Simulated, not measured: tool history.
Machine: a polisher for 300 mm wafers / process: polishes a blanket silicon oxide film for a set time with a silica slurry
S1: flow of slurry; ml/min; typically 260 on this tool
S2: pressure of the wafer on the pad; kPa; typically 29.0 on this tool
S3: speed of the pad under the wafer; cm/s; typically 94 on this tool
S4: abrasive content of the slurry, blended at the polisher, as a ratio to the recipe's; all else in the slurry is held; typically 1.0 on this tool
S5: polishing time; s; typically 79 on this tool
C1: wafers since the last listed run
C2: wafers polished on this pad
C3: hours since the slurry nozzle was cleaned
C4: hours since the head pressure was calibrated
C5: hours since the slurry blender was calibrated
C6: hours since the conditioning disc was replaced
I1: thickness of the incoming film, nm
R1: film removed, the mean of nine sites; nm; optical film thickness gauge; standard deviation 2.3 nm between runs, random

run 1 hour=0.0 | S1=285 S2=29.0 S3=94 S4=1.0 S5=79 | C1=0 C2=1457 C3=36.7 C4=938.9 C5=125.1 C6=25.3 | I1=1149.6 | R1=233.6
run 2 hour=37.3 | S1=285 S2=29.0 S3=94 S4=1.0 S5=79 | C1=447 C2=1905 C3=74.0 C4=976.2 C5=162.4 C6=62.6 | I1=1156.4 | R1=232.2
run 3 hour=90.0 | S1=260 S2=29.0 S3=94 S4=1.0 S5=79 | C1=632 C2=2538 C3=126.7 C4=1028.9 C5=215.1 C6=115.3 | I1=1156.6 | R1=229.9
-- hour=126.4 worn pad replaced by a new one
-- hour=140.9 slurry blender recalibrated
run 4 hour=145.2 | S1=260 S2=29.0 S3=94 S4=1.0 S5=79 | C1=590 C2=202 C3=181.9 C4=1084.1 C5=4.3 C6=170.5 | I1=1150.2 | R1=228.4
run 5 hour=173.8 | S1=260 S2=29.0 S3=94 S4=1.0 S5=79 | C1=343 C2=545 C3=210.5 C4=1112.7 C5=32.9 C6=199.1 | I1=1152.1 | R1=229.5
run 6 hour=232.8 | S1=260 S2=29.0 S3=94 S4=1.0 S5=79 | C1=708 C2=1254 C3=269.5 C4=1171.7 C5=91.9 C6=258.1 | I1=1151.3 | R1=224.7
run 7 hour=274.1 | S1=260 S2=29.0 S3=94 S4=1.0 S5=79 | C1=496 C2=1750 C3=310.8 C4=1213.0 C5=133.2 C6=299.4 | I1=1150.9 | R1=222.9
run 8 hour=335.6 | S1=260 S2=29.0 S3=94 S4=1.0 S5=79 | C1=738 C2=2488 C3=372.3 C4=1274.5 C5=194.7 C6=360.9 | I1=1156.8 | R1=224.2
-- hour=349.3 worn pad replaced by a new one, of another model than before
-- hour=364.6 slurry nozzle cleaned
run 9 hour=382.6 | S1=260 S2=29.0 S3=94 S4=1.0 S5=79 | C1=504 C2=388 C3=18.0 C4=1321.5 C5=241.7 C6=407.9 | I1=1161.2 | R1=229.7
-- hour=402.2 slurry blender recalibrated
-- hour=414.3 head pressure recalibrated
run 10 hour=427.9 | S1=260 S2=29.0 S3=94 S4=1.0 S5=79 | C1=496 C2=884 C3=63.3 C4=13.6 C5=25.7 C6=453.2 | I1=1167.5 | R1=243.8
run 11 hour=464.1 | S1=205 S2=22.1 S3=94 S4=1.0 S5=79 | C1=434 C2=1318 C3=99.5 C4=49.8 C5=61.9 C6=489.4 | I1=1164.0 | R1=206.0
-- hour=499.0 conditioning disc replaced and pad reconditioned
run 12 hour=522.0 | S1=260 S2=20.0 S3=94 S4=1.1 S5=86 | C1=671 C2=1990 C3=157.4 C4=107.7 C5=119.8 C6=23.0 | I1=1150.7 | R1=232.5
-- hour=565.8 worn pad replaced by a new one
run 13 hour=567.1 | S1=260 S2=29.0 S3=94 S4=1.0 S5=79 | C1=493 C2=15 C3=202.5 C4=152.8 C5=164.9 C6=68.1 | I1=1145.8 | R1=246.6
run 14 hour=622.6 | S1=260 S2=29.0 S3=94 S4=0.8 S5=79 | C1=666 C2=681 C3=258.0 C4=208.3 C5=220.4 C6=123.6 | I1=1154.4 | R1=204.9
-- hour=640.3 slurry blender recalibrated
run 15 hour=670.5 | S1=260 S2=29.0 S3=94 S4=1.0 S5=79 | C1=551 C2=1233 C3=305.9 C4=256.2 C5=30.2 C6=171.5 | I1=1146.4 | R1=243.0
run 16 hour=720.1 | S1=235 S2=29.0 S3=68 S4=0.8 S5=63 | C1=595 C2=1828 C3=355.5 C4=305.8 C5=79.8 C6=221.1 | I1=1175.2 | R1=139.9
-- hour=759.2 slurry nozzle cleaned
run 17 hour=772.2 | S1=260 S2=29.0 S3=94 S4=1.0 S5=89 | C1=613 C2=2442 C3=13.0 C4=357.9 C5=131.9 C6=273.2 | I1=1152.1 | R1=276.7
run 18 hour=843.7 | S1=235 S2=29.0 S3=68 S4=0.8 S5=63 | C1=858 C2=3301 C3=84.5 C4=429.4 C5=203.4 C6=344.7 | I1=1147.1 | R1=138.0
-- hour=849.5 worn pad replaced by a new one
run 19 hour=884.1 | S1=260 S2=24.1 S3=114 S4=1.0 S5=79 | C1=437 C2=415 C3=124.9 C4=469.8 C5=243.8 C6=385.1 | I1=1134.3 | R1=241.4

Run 20 is up next; what results do you expect?
-- hour=886.5 slurry blender recalibrated
run 20 hour=919.4 | S1=260 S2=29.0 S3=68 S4=1.0 S5=79 | C1=399 C2=815 C3=160.2 C4=505.1 C5=32.9 C6=420.4 | I1=1147.1 | R1=?

For run 20 the tool returned R1 204.4 nm.
On a tool with no hidden condition, and with the same random variation, this run would have come out at R1 210.9 nm.
